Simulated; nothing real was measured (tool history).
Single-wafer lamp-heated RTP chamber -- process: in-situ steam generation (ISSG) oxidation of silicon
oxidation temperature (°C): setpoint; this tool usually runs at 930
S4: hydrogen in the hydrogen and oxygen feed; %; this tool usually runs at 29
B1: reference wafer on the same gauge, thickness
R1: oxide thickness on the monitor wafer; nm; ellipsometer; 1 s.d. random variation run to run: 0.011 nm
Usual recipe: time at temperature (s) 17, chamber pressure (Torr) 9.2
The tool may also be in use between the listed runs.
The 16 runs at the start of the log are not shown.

Run 17, hour 189.0: usual settings; B1 3.599. Result: R1 4.301 nm.
Run 18, hour 197.0: usual settings but chamber pressure (Torr) 8.1, S4 25 %; B1 3.601. Result: R1 4.189 nm.
Run 19, hour 206.7: usual settings but oxidation temperature (°C) 921, S4 32 %; B1 3.605. Result: R1 4.297 nm.
Run 20, hour 221.7: usual settings but S4 21 %; B1 3.602. Result: R1 3.992 nm.
At hour 240.7: pyrometer window cleaned and pyrometer calibrated.
Run 21, hour 241.2: usual settings but oxidation temperature (°C) 914; B1 3.600. Result: R1 4.032 nm.
Run 22, hour 242.0: usual settings; B1 3.597. Result: R1 4.206 nm.
At hour 254.2: hydrogen flow controller replaced.
Run 23, hour 258.4: usual settings but time at temperature (s) 21; B1 3.602. Result: R1 4.509 nm.
At hour 263.2: gauge calibrated.
Run 24, hour 271.5: usual settings but oxidation temperature (°C) 941, time at temperature (s) 13; B1 3.597. Result: R1 3.901 nm.
Run 25, hour 278.9: usual settings; B1 3.602. Result: R1 4.162 nm.
Run 26, hour 289.1: usual settings but oxidation temperature (°C) 937, time at temperature (s) 13, chamber pressure (Torr) 7.7; B1 3.597. Result: R1 3.942 nm.
Run 27, hour 296.5: usual settings but S4 24 %; B1 3.600. Result: R1 4.016 nm.
Run 28, hour 314.0: usual settings but oxidation temperature (°C) 941, time at temperature (s) 13; B1 3.599. Result: R1 3.916 nm.
Run 29, hour 322.3: usual settings; B1 3.603. Result: R1 4.192 nm.
Run 30, hour 333.1: usual settings but time at temperature (s) 20; B1 3.603. Result: R1 4.445 nm.
Run 31, hour 349.9: usual settings but oxidation temperature (°C) 920, time at temperature (s) 11, chamber pressure (Torr) 9.7, S4 21 %; B1 3.598. Result: R1 3.231 nm.

4 options for the next run, each taken on its own from the tool as it stands now. Forecast them:
Run A, hour 350.3: usual settings; B1 ?. Result: R1 ?.
Run B, hour 350.3: usual settings but oxidation temperature (°C) 937, time at temperature (s) 19, chamber pressure (Torr) 10.2; B1 ?. Result: R1 ?.
Run C, hour 350.3: usual settings but chamber pressure (Torr) 8.2; B1 ?. Result: R1 ?.
Run D, hour 350.3: usual settings but oxidation temperature (°C) 947, time at temperature (s) 23, chamber pressure (Torr) 10.2, S4 22 %; B1 ?. Result: R1 ?.

run     B1     R1
  A  3.600  4.203
  B  3.600  4.366
  C  3.600  4.263
  D  3.600  4.579
Had the tool no hidden state, the same runs would have come out as:
run     R1
  A  4.191
  B  4.352
  C  4.250
  D  4.563
